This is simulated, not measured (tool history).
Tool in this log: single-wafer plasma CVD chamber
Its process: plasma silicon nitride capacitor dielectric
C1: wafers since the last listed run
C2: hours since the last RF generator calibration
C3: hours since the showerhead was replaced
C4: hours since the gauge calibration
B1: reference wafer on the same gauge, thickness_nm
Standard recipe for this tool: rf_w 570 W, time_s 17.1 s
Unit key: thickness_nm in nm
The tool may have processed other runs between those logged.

{"run": 1, "hour": 0.0, "rf_w": 530, "time_s": 14.4, "C1": 0, "C2": 1967.9, "C3": 3433.7, "C4": 666.5, "B1": 28.5, "thickness_nm": 22.365}
{"run": 2, "hour": 47.4, "rf_w": 570, "time_s": 17.1, "C1": 1059, "C2": 2015.3, "C3": 3481.1, "C4": 713.9, "B1": 28.53, "thickness_nm": 27.015}
{"run": 3, "hour": 91.2, "rf_w": 570, "time_s": 17.1, "C1": 978, "C2": 2059.1, "C3": 3524.9, "C4": 757.7, "B1": 28.491, "thickness_nm": 26.918}
{"run": 4, "hour": 162.1, "rf_w": 570, "time_s": 17.1, "C1": 1584, "C2": 2130.0, "C3": 3595.8, "C4": 828.6, "B1": 28.468, "thickness_nm": 26.982}
{"run": 5, "hour": 217.7, "rf_w": 615, "time_s": 17.1, "C1": 1242, "C2": 2185.6, "C3": 3651.4, "C4": 884.2, "B1": 28.513, "thickness_nm": 27.534}
{"run": 6, "hour": 288.7, "rf_w": 570, "time_s": 17.1, "C1": 1586, "C2": 2256.6, "C3": 3722.4, "C4": 955.2, "B1": 28.532, "thickness_nm": 26.925}
{"hour": 348.3, "done": "showerhead replaced"}
{"run": 7, "hour": 348.8, "rf_w": 570, "time_s": 17.1, "C1": 1164, "C2": 2316.7, "C3": 0.5, "C4": 1015.3, "B1": 28.499, "thickness_nm": 26.948}
{"hour": 372.3, "done": "gauge calibrated"}
{"run": 8, "hour": 432.8, "rf_w": 570, "time_s": 17.1, "C1": 1877, "C2": 2400.7, "C3": 84.5, "C4": 60.5, "B1": 28.483, "thickness_nm": 26.883}
{"hour": 453.9, "done": "RF generator calibrated"}
{"run": 9, "hour": 509.4, "rf_w": 570, "time_s": 17.1, "C1": 1532, "C2": 55.5, "C3": 161.1, "C4": 137.1, "B1": 28.505, "thickness_nm": 27.497}
{"run": 10, "hour": 592.6, "rf_w": 600, "time_s": 15.7, "C1": 1859, "C2": 138.7, "C3": 244.3, "C4": 220.3, "B1": 28.501, "thickness_nm": 25.612}
{"run": 11, "hour": 691.3, "rf_w": 570, "time_s": 17.1, "C1": 2205, "C2": 237.4, "C3": 343.0, "C4": 319.0, "B1": 28.485, "thickness_nm": 27.521}
{"run": 12, "hour": 755.4, "rf_w": 605, "time_s": 17.1, "C1": 1432, "C2": 301.5, "C3": 407.1, "C4": 383.1, "B1": 28.477, "thickness_nm": 27.87}
{"run": 13, "hour": 802.9, "rf_w": 510, "time_s": 17.1, "C1": 1061, "C2": 349.0, "C3": 454.6, "C4": 430.6, "B1": 28.515, "thickness_nm": 26.815}
{"run": 14, "hour": 868.0, "rf_w": 570, "time_s": 15.0, "C1": 1454, "C2": 414.1, "C3": 519.7, "C4": 495.7, "B1": 28.477, "thickness_nm": 24.142}
{"run": 15, "hour": 925.2, "rf_w": 610, "time_s": 20.4, "C1": 1278, "C2": 471.3, "C3": 576.9, "C4": 552.9, "B1": 28.517, "thickness_nm": 33.227}
{"run": 16, "hour": 986.6, "rf_w": 630, "time_s": 19.7, "C1": 1372, "C2": 532.7, "C3": 638.3, "C4": 614.3, "B1": 28.525, "thickness_nm": 32.333}
{"run": 17, "hour": 1052.0, "rf_w": 515, "time_s": 15.8, "C1": 1461, "C2": 598.1, "C3": 703.7, "C4": 679.7, "B1": 28.512, "thickness_nm": 24.727}

Forecast each of these 5 alternatives for the next run:
{"run": "A", "hour": 1052.4, "rf_w": 570, "time_s": 17.1, "C1": 8, "C2": 598.5, "C3": 704.1, "C4": 680.1, "B1": "?", "thickness_nm": "?"}
{"run": "B", "hour": 1052.4, "rf_w": 505, "time_s": 15.4, "C1": 8, "C2": 598.5, "C3": 704.1, "C4": 680.1, "B1": "?", "thickness_nm": "?"}
{"run": "C", "hour": 1052.4, "rf_w": 645, "time_s": 17.1, "C1": 8, "C2": 598.5, "C3": 704.1, "C4": 680.1, "B1": "?", "thickness_nm": "?"}
{"run": "D", "hour": 1052.4, "rf_w": 665, "time_s": 16.1, "C1": 8, "C2": 598.5, "C3": 704.1, "C4": 680.1, "B1": "?", "thickness_nm": "?"}
{"run": "E", "hour": 1052.4, "rf_w": 525, "time_s": 14.5, "C1": 8, "C2": 598.5, "C3": 704.1, "C4": 680.1, "B1": "?", "thickness_nm": "?"}

run=A B1=28.513 thickness_nm=27.305
run=B B1=28.513 thickness_nm=23.877
run=C B1=28.513 thickness_nm=28.158
run=D B1=28.513 thickness_nm=26.716
run=E B1=28.513 thickness_nm=22.693
Stripped of hidden state, with their random variation kept, the same runs would have yielded:
run=A thickness_nm=27.554
run=B thickness_nm=24.094
run=C thickness_nm=28.414
run=D thickness_nm=26.959
run=E thickness_nm=22.900
